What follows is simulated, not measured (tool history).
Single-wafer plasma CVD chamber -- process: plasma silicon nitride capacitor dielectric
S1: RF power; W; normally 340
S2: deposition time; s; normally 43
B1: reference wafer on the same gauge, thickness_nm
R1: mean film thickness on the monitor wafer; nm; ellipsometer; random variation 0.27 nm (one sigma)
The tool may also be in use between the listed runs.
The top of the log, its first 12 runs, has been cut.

run 13 hour=549.7 | S1=340 S2=43 | B1=55.041 | R1=52.21
run 14 hour=600 | S1=340 S2=43 | B1=55.097 | R1=51.929
run 15 hour=671.1 | S1=340 S2=43 | B1=55.089 | R1=51.917
run 16 hour=714.6 | S1=340 S2=38.6 | B1=55.061 | R1=46.733
run 17 hour=761.3 | S1=340 S2=38.6 | B1=55.191 | R1=46.635
run 18 hour=831.9 | S1=340 S2=38.6 | B1=55.168 | R1=46.488
run 19 hour=874.7 | S1=340 S2=43 | B1=55.062 | R1=50.953
run 20 hour=903.2 | S1=380 S2=43 | B1=55.166 | R1=53.635
run 21 hour=947.3 | S1=380 S2=43 | B1=55.089 | R1=53.314
-- hour=966.9 RF generator calibrated
run 22 hour=988.1 | S1=285 S2=45.9 | B1=55.017 | R1=53.278
run 23 hour=1045.4 | S1=385 S2=36.2 | B1=55.061 | R1=46.484
run 24 hour=1089.6 | S1=320 S2=43 | B1=55.112 | R1=51.95

Predict the results of run 25:
run 25 hour=1161 | S1=405 S2=48.5 | B1=? | R1=?

B1: 54.987
R1: 62.576 nm
On a tool with no hidden condition, and with the same random variation, this run would have come out at R1 62.87 nm.

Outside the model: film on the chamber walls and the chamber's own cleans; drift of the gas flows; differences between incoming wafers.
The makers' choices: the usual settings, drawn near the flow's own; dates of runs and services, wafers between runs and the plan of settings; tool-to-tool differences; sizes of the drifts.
